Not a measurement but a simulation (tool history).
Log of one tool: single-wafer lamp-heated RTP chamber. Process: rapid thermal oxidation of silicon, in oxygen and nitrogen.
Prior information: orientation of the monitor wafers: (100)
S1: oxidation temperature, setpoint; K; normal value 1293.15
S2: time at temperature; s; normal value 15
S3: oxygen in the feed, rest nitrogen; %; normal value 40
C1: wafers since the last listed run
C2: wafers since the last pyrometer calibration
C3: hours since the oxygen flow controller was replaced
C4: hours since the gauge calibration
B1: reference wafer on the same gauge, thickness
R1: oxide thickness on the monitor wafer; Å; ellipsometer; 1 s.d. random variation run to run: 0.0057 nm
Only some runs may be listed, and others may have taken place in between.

run    hour       S1  S2  S3    C1    C2      C3      C4     B1     R1
  1       0  1293.15  15  19     0  6711  2759.9   177.6  2.499   24.5
       42.2  -- pyrometer window cleaned and pyrometer calibrated
  2    51.5  1293.15  15  40   403    86  2811.4   229.1    2.5  28.22
  3    89.2  1293.15  15  40   350   436  2849.1   266.8    2.5  28.09
  4     123  1285.15  15  63   313   750  2882.9   300.6  2.501  30.36
  5   159.6  1285.15  15  63   339  1090  2919.5   337.2  2.499  30.63
  6   215.5  1285.15  15  63   519  1609  2975.4   393.1  2.501  30.61
  7   273.5  1293.15  20  40   538  2147  3033.4   451.1  2.501   31.3
  8   313.4  1293.15  20  40   370  2518  3073.3     491    2.5   31.3
  9   342.4  1293.15  20  40   269  2787  3102.3     520  2.501  31.37
 10     394  1293.15  15  33   479  3266  3153.9   571.6  2.501  27.25
 11   431.6  1293.15  15  33   349  3615  3191.5   609.2    2.5  27.21
 12   495.6  1293.15  15  33   594  4210  3255.5   673.2    2.5  27.36
 13     523  1293.15  13  40   254  4464  3282.9   700.6  2.501  27.34
 14     571  1293.15  13  40   445  4910  3330.9   748.6  2.499  27.47
 15   623.2  1293.15  13  40   484  5395  3383.1   800.8    2.5  27.45
 16   678.3  1293.15  15  40   511  5906  3438.2   855.9    2.5  28.76
      704.7  -- pyrometer window cleaned and pyrometer calibrated
 17   729.7  1307.15  15  17   403   231  3489.6   907.3  2.501  24.94
 18   774.1  1267.15   8  65   412   644    3534   951.7    2.5  23.69
 19     890  1293.15  15  40  1076  1720  3649.9  1067.6  2.499   28.6
 20  1095.4  1285.15  15  63  1907  3628  3855.3    1273  2.499  31.08
     1117.7  -- oxygen flow controller replaced
 21  1130.3  1293.15  15  40   249  3877    12.6  1307.9  2.499  28.72
 22  1171.4  1293.15  15  40   381  4259    53.7    1349  2.499  28.71
 23  1198.4  1293.15  15  40   250  4510    80.7    1376  2.498  28.69
 24    1224  1278.15   8  40   237  4747   106.3  1401.6  2.499  23.04
 25  1268.6  1315.15  15  20   414  5162   150.9  1446.2  2.499   27.1
 26  1300.2  1282.15  15  40   293  5455   182.5  1477.8  2.499  27.29
 27  1348.2  1293.15  19  40   445  5901   230.5  1525.8  2.502  31.14
     1363.3  -- gauge calibrated
 28    1383  1314.15  15  58   323  6224   265.3    19.7  2.501  36.06
     1401.4  -- pyrometer window cleaned and pyrometer calibrated
 29  1431.9  1319.15  15  31   379   283   314.2    68.6    2.5  30.14
 30  1494.9  1293.15  17  31   585   868   377.2   131.6  2.498  27.63
 31  1554.6  1293.15  15  26   554  1423   436.9   191.3  2.499  25.78
 32  1590.5  1293.15  15  40   333  1756   472.8   227.2  2.501  28.45
 33  1624.9  1304.15  10  61   319  2075   507.2   261.6  2.501  29.59
 34  1660.7  1293.15  15  40   332  2408     543   297.4    2.5  28.44
 35  1688.6  1305.15  11  40   259  2667   570.9   325.3  2.499  27.65
 36  1724.1  1293.15  15  40   329  2997   606.4   360.8  2.501  28.56
 37    1796  1293.15  15  40   667  3664   678.3   432.7  2.498  28.57
 38  1856.6  1293.15  15  40   562  4227   738.9   493.3    2.5  28.59
 39  1927.6  1293.15  11  17   659  4886   809.9   564.3  2.501   22.5

Below are 3 alternative next runs, each starting from the tool's condition after run 39. Predict each:
  A  1928  1293.15  15  40   3  4890  810.3  564.7   ?   ?
  B  1928  1320.15  15  25   3  4890  810.3  564.7   ?   ?
  C  1928  1308.15  18  40   3  4890  810.3  564.7   ?   ?

run   B1     R1
  A  2.5  28.68
  B  2.5  29.23
  C  2.5  33.09
What these runs would have given with no unlogged condition in the tool:
run     R1
  A  28.09
  B  28.65
  C  32.32

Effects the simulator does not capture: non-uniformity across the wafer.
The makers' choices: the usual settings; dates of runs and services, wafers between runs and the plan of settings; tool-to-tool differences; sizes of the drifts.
